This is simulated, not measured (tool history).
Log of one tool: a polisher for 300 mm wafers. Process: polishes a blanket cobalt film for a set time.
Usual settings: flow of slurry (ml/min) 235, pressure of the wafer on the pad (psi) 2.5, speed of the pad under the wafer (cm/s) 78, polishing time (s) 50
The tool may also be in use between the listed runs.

| run | hour | flow of slurry (ml/min) | pressure of the wafer on the pad (psi) | speed of the pad under the wafer (cm/s) | polishing time (s) | wafers since the last listed run | wafers polished on this pad | hours since the slurry nozzle was cleaned | hours since the head pressure was calibrated | incoming thickness of the incoming film, nm | film removed (angstrom) |
|---|---|---|---|---|---|---|---|---|---|---|---|
| 1 | 0.0 | 235 | 2.5 | 78 | 50 | 0 | 1295 | 334.7 | 580.4 | 687.8 | 2355 |
|  | 38.3 | worn pad replaced by a new one |
| 2 | 48.7 | 235 | 2.5 | 78 | 50 | 485 | 112 | 383.4 | 629.1 | 681.6 | 2405 |
| 3 | 106.7 | 255 | 2.5 | 78 | 61 | 629 | 742 | 441.4 | 687.1 | 680.4 | 2860 |
| 4 | 159.2 | 255 | 2.5 | 78 | 61 | 569 | 1312 | 493.9 | 739.6 | 690.9 | 2819 |
|  | 192.7 | worn pad replaced by a new one |
| 5 | 217.4 | 255 | 2.5 | 78 | 61 | 588 | 267 | 552.1 | 797.8 | 689.6 | 2828 |
| 6 | 246.3 | 235 | 2.5 | 78 | 50 | 313 | 581 | 581.0 | 826.7 | 702.0 | 2333 |
|  | 255.9 | slurry nozzle cleaned |
| 7 | 310.6 | 235 | 2.5 | 78 | 50 | 687 | 1268 | 54.7 | 891.0 | 695.0 | 2446 |
|  | 322.1 | worn pad replaced by a new one |
| 8 | 363.2 | 175 | 2.5 | 60 | 40 | 527 | 446 | 107.3 | 943.6 | 691.5 | 1493 |

Estimate the outcome of run 9 from the log above:
| 9 | 426.4 | 295 | 2.8 | 78 | 50 | 685 | 1131 | 170.5 | 1006.8 | 689.4 | ? |

{"run 9": {"film removed (angstrom)": 2724}}
The same run, on a tool lacking any hidden state, would have yielded film removed (angstrom) 3257.

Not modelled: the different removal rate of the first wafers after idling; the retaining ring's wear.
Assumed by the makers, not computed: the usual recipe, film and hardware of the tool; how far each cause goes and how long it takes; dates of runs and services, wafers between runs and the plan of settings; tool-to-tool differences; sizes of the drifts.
